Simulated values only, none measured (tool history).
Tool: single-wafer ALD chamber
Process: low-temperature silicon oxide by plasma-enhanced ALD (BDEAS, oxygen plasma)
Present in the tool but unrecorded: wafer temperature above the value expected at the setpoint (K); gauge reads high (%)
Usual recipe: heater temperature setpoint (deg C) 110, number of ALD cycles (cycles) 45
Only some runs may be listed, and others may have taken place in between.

| run | day | heater temperature setpoint (deg C) | number of ALD cycles (cycles) | wafers since the last listed run | hours since the last thermocouple change | hours since the gauge calibration | read-back reference wafer on the same gauge, thickness_nm | mean film thickness on the monitor wafer (nm) |
|---|---|---|---|---|---|---|---|---|
| 1 | 0 | 110 | 45 | 0 | 743.7 | 294 | 7.577 | 6.866 |
| 2 | 1.117 | 110 | 45 | 199 | 770.5 | 320.8 | 7.586 | 6.896 |
| 3 | 2.271 | 110 | 45 | 206 | 798.2 | 348.5 | 7.578 | 6.896 |
| 4 | 9.808 | 110 | 45 | 1349 | 979.1 | 529.4 | 7.573 | 6.885 |
| 5 | 11.588 | 110 | 45 | 318 | 1021.8 | 572.1 | 7.588 | 6.9 |
| 6 | 14.117 | 110 | 45 | 452 | 1082.5 | 632.8 | 7.579 | 6.871 |
| 7 | 22.712 | 103 | 45 | 1538 | 1288.8 | 839.1 | 7.578 | 7.043 |
| 8 | 25.05 | 103 | 45 | 418 | 1344.9 | 895.2 | 7.578 | 7.049 |
| 9 | 26.1 | 103 | 45 | 187 | 1370.1 | 920.4 | 7.579 | 7.039 |
|  | 28.562 | gauge calibrated |
| 10 | 28.996 | 118 | 45 | 518 | 1439.6 | 10.4 | 7.58 | 6.823 |
| 11 | 31.121 | 118 | 37 | 380 | 1490.6 | 61.4 | 7.584 | 5.617 |
| 12 | 32.679 | 110 | 45 | 279 | 1528 | 98.8 | 7.579 | 6.945 |
| 13 | 34.025 | 110 | 45 | 240 | 1560.3 | 131.1 | 7.573 | 6.941 |
| 14 | 36.079 | 120 | 45 | 367 | 1609.6 | 180.4 | 7.583 | 6.777 |
| 15 | 39.112 | 119 | 41 | 543 | 1682.4 | 253.2 | 7.578 | 6.216 |
|  | 40.967 | thermocouple changed; heater temperature recalibrated |
| 16 | 41.083 | 119 | 41 | 293 | 2.8 | 300.5 | 7.585 | 6.134 |
| 17 | 42.096 | 110 | 47 | 181 | 27.1 | 324.8 | 7.584 | 7.185 |
| 18 | 44.679 | 118 | 41 | 462 | 89.1 | 386.8 | 7.583 | 6.154 |
| 19 | 47.608 | 116 | 47 | 524 | 159.4 | 457.1 | 7.583 | 7.087 |
| 20 | 48.971 | 110 | 45 | 243 | 192.1 | 489.8 | 7.572 | 6.854 |
| 21 | 51.838 | 120 | 39 | 513 | 260.9 | 558.6 | 7.58 | 5.835 |

Below are 3 alternative next runs, each starting from the tool's condition after run 21. Predict each:
| A | 51.858 | 104 | 45 | 3 | 261.4 | 559.1 | ? | ? |
| B | 51.858 | 118 | 49 | 3 | 261.4 | 559.1 | ? | ? |
| C | 51.858 | 110 | 50 | 3 | 261.4 | 559.1 | ? | ? |

| run | read-back reference wafer on the same gauge, thickness_nm | mean film thickness on the monitor wafer (nm) |
|---|---|---|
| A | 7.58 | 6.947 |
| B | 7.58 | 7.346 |
| C | 7.58 | 7.623 |
Had the tool no hidden state, the same runs would have come out as:
| run | mean film thickness on the monitor wafer (nm) |
|---|---|
| A | 6.939 |
| B | 7.337 |
| C | 7.614 |

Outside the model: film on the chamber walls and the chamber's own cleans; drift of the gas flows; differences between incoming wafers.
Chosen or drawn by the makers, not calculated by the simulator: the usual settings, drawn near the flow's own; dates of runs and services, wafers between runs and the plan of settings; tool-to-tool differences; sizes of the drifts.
